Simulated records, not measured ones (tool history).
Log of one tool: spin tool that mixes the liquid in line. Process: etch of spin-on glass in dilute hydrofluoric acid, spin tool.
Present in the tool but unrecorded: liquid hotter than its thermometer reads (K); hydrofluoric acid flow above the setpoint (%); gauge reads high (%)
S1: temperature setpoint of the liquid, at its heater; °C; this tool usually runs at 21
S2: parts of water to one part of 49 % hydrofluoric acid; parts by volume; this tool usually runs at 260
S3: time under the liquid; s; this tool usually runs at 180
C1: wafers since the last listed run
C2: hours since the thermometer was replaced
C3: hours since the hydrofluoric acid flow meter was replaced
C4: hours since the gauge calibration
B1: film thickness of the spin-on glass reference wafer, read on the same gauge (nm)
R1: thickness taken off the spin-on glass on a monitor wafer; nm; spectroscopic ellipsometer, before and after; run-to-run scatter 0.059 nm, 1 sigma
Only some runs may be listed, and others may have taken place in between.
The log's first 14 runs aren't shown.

run	hour	S1	S2	S3	C1	C2	C3	C4	B1	R1
# hour 171.3: hydrofluoric acid flow meter replaced
15	174.7	21	325	115	68	61	3.4	367.7	130	5.6
# hour 181.7: thermometer replaced, repeated, since the last time left the tool worse
16	190.7	21	260	180	116	9	19.4	383.7	130	10.44
17	206.6	18	260	115	123	24.9	35.3	399.6	129.99	5.91
18	222.8	21	260	180	125	41.1	51.5	415.8	129.99	10.47
19	231.2	24.5	260	215	65	49.5	59.9	424.2	130	13.95
20	244.2	21	260	180	100	62.5	72.9	437.2	130.01	10.51
21	252.6	21	260	180	65	70.9	81.3	445.6	130.01	10.41
# hour 257.8: gauge calibrated
22	264.7	24	355	180	93	83	93.4	6.9	130.01	7.82

What will run 23 give?
23	277.7	21	365	265	100	96	106.4	19.9	?	?

B1: 130.01
R1: 9.9 nm
Take away the tool's hidden state, keep the run-to-run variation as it was, and the same run would have given R1 9.85 nm.
